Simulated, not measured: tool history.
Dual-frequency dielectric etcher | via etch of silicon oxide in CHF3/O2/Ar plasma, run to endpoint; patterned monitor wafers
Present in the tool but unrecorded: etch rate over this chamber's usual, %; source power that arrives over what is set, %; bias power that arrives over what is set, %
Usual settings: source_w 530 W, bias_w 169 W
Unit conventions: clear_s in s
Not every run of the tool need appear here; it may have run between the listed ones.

run	hour	source_w	bias_w	wafers since the last listed run	hours since the last wet clean	hours since the last source power generator calibration	hours since the last bias power generator calibration	hours since the last upper electrode change	incoming incoming film thickness, nm	clear_s
1	0.0	530	145	0	423.2	1312.6	2659.4	3452.1	442.0	276.7
2	16.6	530	169	94	439.8	1329.2	2676.0	3468.7	447.5	257.1
3	26.1	530	169	54	449.3	1338.7	2685.5	3478.2	443.3	254.1
4	62.1	530	169	204	485.3	1374.7	2721.5	3514.2	444.3	253.9
5	71.9	530	138	55	495.1	1384.5	2731.3	3524.0	446.9	287.3
6	88.0	530	138	91	511.2	1400.6	2747.4	3540.1	444.7	283.6
7	96.2	530	138	46	519.4	1408.8	2755.6	3548.3	440.2	281.6
8	112.9	530	169	95	536.1	1425.5	2772.3	3565.0	445.9	253.1
# hour 149.2: wet clean of the chamber
9	149.7	530	169	72	0.5	1462.3	2809.1	3601.8	445.6	259.4
10	155.5	430	169	33	6.3	1468.1	2814.9	3607.6	446.5	270.4
11	164.3	430	169	50	15.1	1476.9	2823.7	3616.4	445.4	269.3
12	172.0	430	169	43	22.8	1484.6	2831.4	3624.1	445.0	268.8
13	184.0	530	201	68	34.8	1496.6	2843.4	3636.1	443.8	236.9
14	200.3	530	201	92	51.1	1512.9	2859.7	3652.4	440.4	233.9
# hour 211.2: bias power generator calibrated
15	213.1	530	201	50	63.9	1525.7	1.9	3665.2	445.7	236.3
16	222.3	580	153	52	73.1	1534.9	11.1	3674.4	446.4	268.9
17	240.0	480	206	100	90.8	1552.6	28.8	3692.1	436.7	232.4
18	257.5	470	169	99	108.3	1570.1	46.3	3709.6	445.4	264.3
19	270.4	400	169	73	121.2	1583.0	59.2	3722.5	445.3	271.1
20	285.4	530	169	85	136.2	1598.0	74.2	3737.5	442.5	256.5
# hour 296.3: source power generator calibrated
21	300.0	450	205	60	150.8	3.7	88.8	3752.1	444.5	238.3
22	329.3	530	169	166	180.1	33.0	118.1	3781.4	444.1	256.6
23	340.5	410	188	63	191.3	44.2	129.3	3792.6	444.4	254.8
# hour 372.7: upper electrode replaced
24	373.2	530	155	49	224.0	76.9	162.0	0.5	441.2	265.5
25	373.6	430	202	2	224.4	77.3	162.4	0.9	440.2	240.6
26	379.2	530	156	31	230.0	82.9	168.0	6.5	443.0	266.4
27	408.6	400	208	167	259.4	112.3	197.4	35.9	446.7	242.9
28	415.7	530	169	40	266.5	119.4	204.5	43.0	447.1	255.3
29	425.8	530	169	57	276.6	129.5	214.6	53.1	445.0	255.4
30	439.2	610	130	76	290.0	142.9	228.0	66.5	447.1	287.9
31	469.3	650	141	171	320.1	173.0	258.1	96.6	447.0	271.9
32	479.9	530	191	60	330.7	183.6	268.7	107.2	442.8	237.8
33	496.3	570	202	93	347.1	200.0	285.1	123.6	446.8	230.5
34	502.4	410	197	34	353.2	206.1	291.2	129.7	445.0	246.2
35	518.0	530	147	88	368.8	221.7	306.8	145.3	444.3	274.4
36	531.9	610	169	79	382.7	235.6	320.7	159.2	442.8	246.9

State the hidden condition of the tool at each of the runs:
source power that arrives over what is set, %: 0 on each run
bias power that arrives over what is set, %: 0 on each run
H1: etch rate over this chamber's usual, %
run	H1
1	2.04
2	2.13
3	2.18
4	2.38
5	2.43
6	2.52
7	2.56
8	2.65
9	0.475
10	0.507
11	0.556
12	0.598
13	0.664
14	0.753
15	0.824
16	0.874
17	0.971
18	1.07
19	1.14
20	1.22
21	1.3
22	1.46
23	1.52
24	1.7
25	1.7
26	1.74
27	1.9
28	1.94
29	1.99
30	2.07
31	2.23
32	2.29
33	2.38
34	2.41
35	2.5
36	2.57
